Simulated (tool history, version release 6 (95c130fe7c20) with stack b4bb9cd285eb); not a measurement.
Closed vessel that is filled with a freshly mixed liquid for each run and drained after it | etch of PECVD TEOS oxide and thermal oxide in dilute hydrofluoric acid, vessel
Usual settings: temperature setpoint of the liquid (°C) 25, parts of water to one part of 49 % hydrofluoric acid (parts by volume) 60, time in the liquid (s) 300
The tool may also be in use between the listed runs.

| run | hour | temperature setpoint of the liquid (°C) | parts of water to one part of 49 % hydrofluoric acid (parts by volume) | time in the liquid (s) | wafers since the last listed run | hours since the thermometer was replaced | hours since the hydrofluoric acid flow meter was replaced | hours since the gauge calibration | read-back film thickness of the PECVD TEOS oxide reference wafer, read on the same gauge (nm) | read-back film thickness of the thermal oxide reference wafer, read on the same gauge (nm) | thickness taken off the PECVD TEOS oxide on a monitor wafer (angstrom) | thickness taken off the thermal oxide on a monitor wafer (angstrom) |
|---|---|---|---|---|---|---|---|---|---|---|---|---|
| 1 | 0 | 25 | 60 | 440 | 0 | 2123.7 | 1279.3 | 159.1 | 60.02 | 39.98 | 816.4 | 447.6 |
| 2 | 8.3 | 25 | 60 | 300 | 985 | 2132 | 1287.6 | 167.4 | 59.98 | 40 | 559 | 306.7 |
| 3 | 15.7 | 25 | 60 | 300 | 878 | 2139.4 | 1295 | 174.8 | 60.03 | 39.99 | 557.6 | 309.1 |
| 4 | 27.3 | 25 | 60 | 300 | 1376 | 2151 | 1306.6 | 186.4 | 60 | 39.96 | 560.3 | 307.3 |
| 5 | 44.1 | 25 | 60 | 300 | 1994 | 2167.8 | 1323.4 | 203.2 | 60.01 | 40 | 560.4 | 310 |
| 6 | 53.8 | 25 | 60 | 300 | 1151 | 2177.5 | 1333.1 | 212.9 | 59.98 | 39.98 | 560.8 | 309.8 |
|  | 58.3 | gauge calibrated |
| 7 | 60.4 | 25 | 60 | 300 | 783 | 2184.1 | 1339.7 | 2.1 | 60.06 | 39.97 | 560.8 | 314 |
| 8 | 67.3 | 25 | 60 | 300 | 819 | 2191 | 1346.6 | 9 | 59.97 | 40.02 | 563.2 | 308.8 |
| 9 | 74.2 | 25 | 60 | 300 | 819 | 2197.9 | 1353.5 | 15.9 | 59.97 | 40.02 | 560.2 | 309.1 |
| 10 | 85.5 | 25 | 60 | 300 | 1341 | 2209.2 | 1364.8 | 27.2 | 60.01 | 39.98 | 561.8 | 311.3 |
|  | 89.5 | hydrofluoric acid flow meter replaced |
| 11 | 93.1 | 27.5 | 50 | 195 | 783 | 2216.8 | 3.6 | 34.8 | 60.02 | 40 | 445.9 | 246.3 |
| 12 | 99.9 | 29 | 45 | 155 | 807 | 2223.6 | 10.4 | 41.6 | 60 | 40 | 419.1 | 232.1 |
| 13 | 110.4 | 27.5 | 35 | 420 | 1246 | 2234.1 | 20.9 | 52.1 | 59.99 | 40 | 1390.7 | 766.5 |
| 14 | 121.3 | 25 | 60 | 300 | 1293 | 2245 | 31.8 | 63 | 59.97 | 39.98 | 508.4 | 285.1 |
| 15 | 127.4 | 25 | 60 | 300 | 724 | 2251.1 | 37.9 | 69.1 | 59.93 | 40.01 | 506.4 | 275 |
| 16 | 136.5 | 27 | 75 | 205 | 1080 | 2260.2 | 47 | 78.2 | 60.02 | 40.03 | 296.8 | 161.3 |

Forecast run 17:
|  | 142.3 | thermometer replaced |
| 17 | 144.9 | 25 | 60 | 440 | 878 | 2.6 | 55.4 | 86.6 | ? | ? | ? | ? |

{"run 17": {"read-back film thickness of the PECVD TEOS oxide reference wafer, read on the same gauge (nm)": 59.95, "read-back film thickness of the thermal oxide reference wafer, read on the same gauge (nm)": 40, "thickness taken off the PECVD TEOS oxide on a monitor wafer (angstrom)": 745.4, "thickness taken off the thermal oxide on a monitor wafer (angstrom)": 413.3}}
Without the tool's hidden state the same run would have given thickness taken off the PECVD TEOS oxide on a monitor wafer (angstrom) 726.5, thickness taken off the thermal oxide on a monitor wafer (angstrom) 402.9.
